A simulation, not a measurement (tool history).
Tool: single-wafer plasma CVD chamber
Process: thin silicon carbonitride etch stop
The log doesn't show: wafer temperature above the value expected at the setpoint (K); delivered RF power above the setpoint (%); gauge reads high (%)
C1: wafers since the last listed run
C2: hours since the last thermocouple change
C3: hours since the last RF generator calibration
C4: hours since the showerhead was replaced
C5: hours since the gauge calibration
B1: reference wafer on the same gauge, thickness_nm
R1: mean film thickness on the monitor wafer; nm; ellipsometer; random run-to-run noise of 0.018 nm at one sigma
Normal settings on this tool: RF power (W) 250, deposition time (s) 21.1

Run 1, hour 0.0: usual settings but RF power (W) 240; C1 0; C2 1588.7; C3 428.3; C4 6082.5; C5 513.4; B1 12.700. Result: R1 12.045 nm.
Run 2, hour 83.7: usual settings but RF power (W) 240; C1 2739; C2 1672.4; C3 512.0; C4 6166.2; C5 597.1; B1 12.700. Result: R1 12.035 nm.
Run 3, hour 181.7: usual settings but RF power (W) 240; C1 3208; C2 1770.4; C3 610.0; C4 6264.2; C5 695.1; B1 12.703. Result: R1 12.054 nm.
Run 4, hour 236.9: usual settings; C1 1806; C2 1825.6; C3 665.2; C4 6319.4; C5 750.3; B1 12.698. Result: R1 12.202 nm.
Run 5, hour 323.7: usual settings; C1 2841; C2 1912.4; C3 752.0; C4 6406.2; C5 837.1; B1 12.704. Result: R1 12.160 nm.
Run 6, hour 404.5: usual settings; C1 2644; C2 1993.2; C3 832.8; C4 6487.0; C5 917.9; B1 12.699. Result: R1 12.131 nm.
Run 7, hour 472.5: usual settings; C1 2225; C2 2061.2; C3 900.8; C4 6555.0; C5 985.9; B1 12.696. Result: R1 12.137 nm.
At hour 475.4: gauge calibrated.
Run 8, hour 562.7: usual settings; C1 2952; C2 2151.4; C3 991.0; C4 6645.2; C5 87.3; B1 12.694. Result: R1 12.184 nm.
Run 9, hour 657.5: usual settings; C1 3103; C2 2246.2; C3 1085.8; C4 6740.0; C5 182.1; B1 12.701. Result: R1 12.103 nm.
Run 10, hour 756.7: usual settings; C1 3247; C2 2345.4; C3 1185.0; C4 6839.2; C5 281.3; B1 12.696. Result: R1 12.166 nm.
Run 11, hour 821.4: usual settings but deposition time (s) 24.4; C1 2117; C2 2410.1; C3 1249.7; C4 6903.9; C5 346.0; B1 12.704. Result: R1 14.091 nm.
At hour 874.4: showerhead replaced.
Run 12, hour 904.9: usual settings but deposition time (s) 24.2; C1 2471; C2 2493.6; C3 1333.2; C4 30.5; C5 429.5; B1 12.699. Result: R1 13.919 nm.
Run 13, hour 1012.5: usual settings but deposition time (s) 19.2; C1 3522; C2 2601.2; C3 1440.8; C4 138.1; C5 537.1; B1 12.701. Result: R1 11.041 nm.
At hour 1037.6: thermocouple changed; heater temperature recalibrated.
Run 14, hour 1106.0: usual settings but deposition time (s) 19.3; C1 2798; C2 68.4; C3 1534.3; C4 231.6; C5 630.6; B1 12.703. Result: R1 11.046 nm.
Run 15, hour 1197.3: usual settings; C1 2988; C2 159.7; C3 1625.6; C4 322.9; C5 721.9; B1 12.704. Result: R1 12.120 nm.
Run 16, hour 1247.9: usual settings but RF power (W) 285; C1 1656; C2 210.3; C3 1676.2; C4 373.5; C5 772.5; B1 12.698. Result: R1 12.522 nm.
At hour 1346.3: RF generator calibrated.
Run 17, hour 1354.6: usual settings but RF power (W) 215; C1 3230; C2 317.0; C3 8.3; C4 480.2; C5 879.2; B1 12.703. Result: R1 11.713 nm.
Run 18, hour 1501.5: usual settings but RF power (W) 295, deposition time (s) 19.9; C1 4808; C2 463.9; C3 155.2; C4 627.1; C5 1026.1; B1 12.700. Result: R1 12.005 nm.
At hour 1528.1: gauge calibrated.
Run 19, hour 1575.7: usual settings but RF power (W) 280, deposition time (s) 24.7; C1 2428; C2 538.1; C3 229.4; C4 701.3; C5 47.6; B1 12.706. Result: R1 14.660 nm.
Run 20, hour 1803.3: usual settings but RF power (W) 200, deposition time (s) 18.9; C1 7450; C2 765.7; C3 457.0; C4 928.9; C5 275.2; B1 12.698. Result: R1 10.282 nm.
Run 21, hour 1878.1: usual settings but RF power (W) 265, deposition time (s) 19.5; C1 2448; C2 840.5; C3 531.8; C4 1003.7; C5 350.0; B1 12.700. Result: R1 11.411 nm.
Run 22, hour 1943.5: usual settings; C1 2140; C2 905.9; C3 597.2; C4 1069.1; C5 415.4; B1 12.699. Result: R1 12.154 nm.
Run 23, hour 2002.9: usual settings but RF power (W) 230, deposition time (s) 17.7; C1 1944; C2 965.3; C3 656.6; C4 1128.5; C5 474.8; B1 12.701. Result: R1 9.985 nm.

Hidden state or all else? Some run-to-run changes of R1, split into what the settings, what came in and random variation would give without the hidden state, and what is left for the hidden state (with any gauge scatter that isn't in both results):
Run 12 -> 13: deposition time (s) 24.2 -> 19.2. R1 -2.878 nm: hidden state +0.005, all else -2.883.
Run 14 -> 15: deposition time (s) 19.3 -> 21.1. R1 +1.074 nm: hidden state -0.013, all else +1.087.
Run 16 -> 17: RF power (W) 285 -> 215, RF generator calibrated. R1 -0.809 nm: hidden state +0.067, all else -0.876.
Run 19 -> 20: RF power (W) 280 -> 200, deposition time (s) 24.7 -> 18.9. R1 -4.378 nm: hidden state +0.001, all else -4.379.

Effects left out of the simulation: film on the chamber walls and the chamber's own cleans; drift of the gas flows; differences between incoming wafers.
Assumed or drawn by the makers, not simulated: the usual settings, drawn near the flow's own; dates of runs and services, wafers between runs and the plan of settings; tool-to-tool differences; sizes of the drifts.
